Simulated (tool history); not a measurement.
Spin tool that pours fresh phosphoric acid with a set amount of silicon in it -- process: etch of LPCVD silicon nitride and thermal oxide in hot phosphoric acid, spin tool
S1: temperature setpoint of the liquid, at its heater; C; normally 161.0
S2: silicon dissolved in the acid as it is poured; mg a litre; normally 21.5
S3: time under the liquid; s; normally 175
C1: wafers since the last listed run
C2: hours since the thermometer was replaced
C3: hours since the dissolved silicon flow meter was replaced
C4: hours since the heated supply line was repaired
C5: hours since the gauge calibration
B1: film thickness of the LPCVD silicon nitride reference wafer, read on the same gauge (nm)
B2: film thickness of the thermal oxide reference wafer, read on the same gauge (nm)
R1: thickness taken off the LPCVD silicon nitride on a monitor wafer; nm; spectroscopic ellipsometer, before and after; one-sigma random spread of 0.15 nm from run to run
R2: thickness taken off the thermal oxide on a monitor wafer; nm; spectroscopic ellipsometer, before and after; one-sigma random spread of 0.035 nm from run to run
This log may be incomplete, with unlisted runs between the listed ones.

run 1 day=0.000 | S1=161.0 S2=21.5 S3=175 | C1=0 C2=1173.4 C3=2014.0 C4=3022.4 C5=1967.2 | B1=100.00 B2=29.974 | R1=16.48 R2=0.332
run 2 day=2.962 | S1=161.0 S2=21.5 S3=130 | C1=734 C2=1244.5 C3=2085.1 C4=3093.5 C5=2038.3 | B1=100.00 B2=29.987 | R1=12.13 R2=0.235
-- day=3.708 dissolved silicon flow meter replaced
run 3 day=4.250 | S1=161.0 S2=21.5 S3=130 | C1=308 C2=1275.4 C3=13.0 C4=3124.4 C5=2069.2 | B1=100.01 B2=30.002 | R1=12.12 R2=0.255
run 4 day=6.979 | S1=161.0 S2=21.5 S3=175 | C1=676 C2=1340.9 C3=78.5 C4=3189.9 C5=2134.7 | B1=100.03 B2=30.010 | R1=16.19 R2=0.301
-- day=8.721 heated supply line repaired
run 5 day=9.304 | S1=159.0 S2=6.0 S3=110 | C1=566 C2=1396.7 C3=134.3 C4=14.0 C5=2190.5 | B1=100.00 B2=29.993 | R1=9.65 R2=0.235
run 6 day=10.850 | S1=161.0 S2=21.5 S3=175 | C1=383 C2=1433.8 C3=171.4 C4=51.1 C5=2227.6 | B1=100.02 B2=30.001 | R1=16.32 R2=0.309
run 7 day=13.204 | S1=159.5 S2=21.5 S3=175 | C1=583 C2=1490.3 C3=227.9 C4=107.6 C5=2284.1 | B1=99.96 B2=29.991 | R1=15.44 R2=0.295
run 8 day=15.138 | S1=163.0 S2=32.5 S3=70 | C1=479 C2=1536.7 C3=274.3 C4=154.0 C5=2330.5 | B1=100.00 B2=29.988 | R1=7.00 R2=0.111
-- day=16.183 gauge calibrated
run 9 day=21.979 | S1=163.5 S2=29.0 S3=215 | C1=1696 C2=1700.9 C3=438.5 C4=318.2 C5=139.1 | B1=100.02 B2=30.012 | R1=21.97 R2=0.381
run 10 day=24.950 | S1=161.0 S2=21.5 S3=175 | C1=736 C2=1772.2 C3=509.8 C4=389.5 C5=210.4 | B1=100.02 B2=29.990 | R1=16.07 R2=0.317
run 11 day=26.779 | S1=162.5 S2=29.0 S3=235 | C1=453 C2=1816.1 C3=553.7 C4=433.4 C5=254.3 | B1=100.02 B2=30.016 | R1=22.85 R2=0.351
run 12 day=28.883 | S1=159.0 S2=36.0 S3=175 | C1=521 C2=1866.6 C3=604.2 C4=483.9 C5=304.8 | B1=100.00 B2=30.003 | R1=15.20 R2=0.142
run 13 day=33.592 | S1=161.0 S2=21.5 S3=175 | C1=1167 C2=1979.6 C3=717.2 C4=596.9 C5=417.8 | B1=99.95 B2=29.992 | R1=16.16 R2=0.311
run 14 day=34.879 | S1=163.5 S2=21.5 S3=175 | C1=319 C2=2010.5 C3=748.1 C4=627.8 C5=448.7 | B1=99.97 B2=29.974 | R1=17.73 R2=0.328
-- day=37.721 thermometer replaced
run 15 day=37.821 | S1=161.0 S2=21.5 S3=175 | C1=719 C2=2.4 C3=818.7 C4=698.4 C5=519.3 | B1=100.00 B2=30.000 | R1=17.12 R2=0.281
run 16 day=39.996 | S1=161.0 S2=21.5 S3=175 | C1=539 C2=54.6 C3=870.9 C4=750.6 C5=571.5 | B1=99.99 B2=30.007 | R1=17.03 R2=0.361
run 17 day=41.850 | S1=161.0 S2=37.5 S3=255 | C1=459 C2=99.1 C3=915.4 C4=795.1 C5=616.0 | B1=100.01 B2=29.986 | R1=24.63 R2=0.256
run 18 day=50.729 | S1=162.0 S2=6.0 S3=275 | C1=2202 C2=312.2 C3=1128.5 C4=1008.2 C5=829.1 | B1=100.03 B2=29.987 | R1=27.64 R2=0.737
run 19 day=52.671 | S1=161.0 S2=12.5 S3=205 | C1=481 C2=358.8 C3=1175.1 C4=1054.8 C5=875.7 | B1=99.99 B2=30.003 | R1=19.58 R2=0.524
run 20 day=57.542 | S1=161.0 S2=21.5 S3=275 | C1=1208 C2=475.7 C3=1292.0 C4=1171.7 C5=992.6 | B1=100.02 B2=29.987 | R1=27.03 R2=0.470
run 21 day=59.108 | S1=163.0 S2=21.5 S3=80 | C1=388 C2=513.3 C3=1329.6 C4=1209.3 C5=1030.2 | B1=100.03 B2=29.987 | R1=8.30 R2=0.188
run 22 day=61.246 | S1=161.0 S2=21.5 S3=175 | C1=530 C2=564.6 C3=1380.9 C4=1260.6 C5=1081.5 | B1=100.03 B2=29.974 | R1=16.72 R2=0.373

Predict each of these 4 candidate next runs independently; none follows another, all start after run 22:
run A day=61.267 | S1=161.0 S2=21.5 S3=175 | C1=5 C2=565.1 C3=1381.4 C4=1261.1 C5=1082.0 | B1=? B2=? | R1=? R2=?
run B day=61.267 | S1=162.0 S2=16.5 S3=175 | C1=5 C2=565.1 C3=1381.4 C4=1261.1 C5=1082.0 | B1=? B2=? | R1=? R2=?
run C day=61.267 | S1=163.0 S2=37.5 S3=220 | C1=5 C2=565.1 C3=1381.4 C4=1261.1 C5=1082.0 | B1=? B2=? | R1=? R2=?
run D day=61.267 | S1=162.0 S2=30.5 S3=105 | C1=5 C2=565.1 C3=1381.4 C4=1261.1 C5=1082.0 | B1=? B2=? | R1=? R2=?

run=A B1=100.01 B2=30.003 R1=16.99 R2=0.354
run=B B1=100.01 B2=30.003 R1=17.57 R2=0.438
run=C B1=100.01 B2=30.003 R1=22.83 R2=0.269
run=D B1=100.01 B2=30.003 R1=10.54 R2=0.167
Stripped of hidden state, with their random variation kept, the same runs would have yielded:
run=A R1=17.30 R2=0.368
run=B R1=17.89 R2=0.456
run=C R1=23.25 R2=0.280
run=D R1=10.73 R2=0.174

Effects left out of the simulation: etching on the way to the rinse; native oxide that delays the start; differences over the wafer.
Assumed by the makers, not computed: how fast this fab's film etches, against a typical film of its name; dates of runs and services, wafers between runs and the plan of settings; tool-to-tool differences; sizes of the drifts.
